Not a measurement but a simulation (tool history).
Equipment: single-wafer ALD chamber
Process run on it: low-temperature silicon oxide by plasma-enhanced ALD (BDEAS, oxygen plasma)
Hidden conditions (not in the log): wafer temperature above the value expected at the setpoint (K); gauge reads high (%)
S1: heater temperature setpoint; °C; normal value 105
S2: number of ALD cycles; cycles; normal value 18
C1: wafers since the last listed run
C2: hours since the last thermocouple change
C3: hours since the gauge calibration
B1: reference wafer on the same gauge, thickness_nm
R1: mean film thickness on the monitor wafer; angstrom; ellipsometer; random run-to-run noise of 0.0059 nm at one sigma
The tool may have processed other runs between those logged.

run,hour,S1,S2,C1,C2,C3,B1,R1
1,0.0,105,18,0,701.0,1332.9,2.329,23.54
2,72.5,105,18,822,773.5,1405.4,2.331,23.49
3,146.4,105,18,838,847.4,1479.3,2.331,23.44
4,223.0,105,18,868,924.0,1555.9,2.329,23.42
# hour 227.6: gauge calibrated
5,311.7,105,18,1006,1012.7,84.1,2.327,23.35
6,416.3,105,18,1186,1117.3,188.7,2.330,23.48
7,508.8,105,18,1049,1209.8,281.2,2.329,23.41
8,552.4,105,20,494,1253.4,324.8,2.327,26.07
# hour 570.3: thermocouple changed; heater temperature recalibrated
9,628.7,105,20,774,58.4,401.1,2.330,26.21
10,733.9,105,20,1193,163.6,506.3,2.330,26.09
11,782.0,105,18,545,211.7,554.4,2.330,23.54
12,858.7,105,18,870,288.4,631.1,2.329,23.60
13,958.1,105,18,1127,387.8,730.5,2.331,23.49
14,1028.1,105,18,794,457.8,800.5,2.329,23.45
15,1126.0,105,18,1110,555.7,898.4,2.331,23.46
16,1195.7,105,20,790,625.4,968.1,2.330,26.05
17,1279.7,105,18,952,709.4,1052.1,2.331,23.51
18,1373.1,92,18,1059,802.8,1145.5,2.331,24.11
19,1431.9,105,16,666,861.6,1204.3,2.329,20.80
20,1502.0,93,18,795,931.7,1274.4,2.331,23.97
21,1591.6,105,18,1016,1021.3,1364.0,2.332,23.35
22,1669.8,111,14,887,1099.5,1442.2,2.330,18.01
# hour 1683.3: gauge calibrated
# hour 1749.1: thermocouple changed; heater temperature recalibrated
23,1749.6,105,18,814,0.5,66.3,2.331,23.65
24,1830.9,100,15,922,81.8,147.6,2.330,19.76
25,1938.8,105,22,1223,189.7,255.5,2.330,28.73
26,2024.5,93,15,972,275.4,341.2,2.331,20.32
27,2113.7,95,18,1011,364.6,430.4,2.331,24.23
28,2196.4,118,18,938,447.3,513.1,2.330,23.12

5 options for the next run, each taken on its own from the tool as it stands now. Forecast them:
A,2196.8,105,18,4,447.7,513.5,?,?
B,2196.8,105,21,4,447.7,513.5,?,?
C,2196.8,91,18,4,447.7,513.5,?,?
D,2196.8,114,20,4,447.7,513.5,?,?
E,2196.8,99,17,4,447.7,513.5,?,?

run,B1,R1
A,2.330,23.52
B,2.330,27.44
C,2.330,24.37
D,2.330,25.75
E,2.330,22.44
Take away the tool's hidden state, keep each run's random variation, and the runs would have read:
run,R1
A,23.51
B,27.43
C,24.35
D,25.74
E,22.43

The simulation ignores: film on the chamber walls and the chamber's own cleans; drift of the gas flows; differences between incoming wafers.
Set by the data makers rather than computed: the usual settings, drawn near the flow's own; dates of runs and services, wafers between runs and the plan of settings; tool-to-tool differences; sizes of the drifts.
